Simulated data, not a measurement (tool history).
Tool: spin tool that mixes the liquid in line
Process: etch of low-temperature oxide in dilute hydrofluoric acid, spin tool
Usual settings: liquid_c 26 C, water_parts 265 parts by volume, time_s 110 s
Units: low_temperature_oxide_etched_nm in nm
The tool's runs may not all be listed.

run,hour,liquid_c,water_parts,time_s,"read-back film thickness of the low-temperature oxide reference wafer, read on the same gauge (nm)",low_temperature_oxide_etched_nm
1,0,26,265,110,100.01,6.63
2,29.5,26,215,70,100,5.51
3,207.6,26,265,110,99.99,6.67
4,237.1,26,265,110,100.02,6.57
5,309,26,265,110,99.99,6.54
# hour 321.4: gauge calibrated
6,365.4,26,265,110,100,6.6
# hour 397.4: hydrofluoric acid flow meter replaced
7,435.7,26,265,110,100,6.55
# hour 438.9: thermometer replaced
8,461.7,26,265,110,100,6.63
9,500.6,24,185,110,99.99,9.69

Forecast run 10:
10,529.6,26,195,110,?,?

Run 10 gave read-back film thickness of the low-temperature oxide reference wafer, read on the same gauge (nm) 100.02, low_temperature_oxide_etched_nm 9.63 nm.
Without the tool's hidden state the same run would have given low_temperature_oxide_etched_nm 9.63 nm.
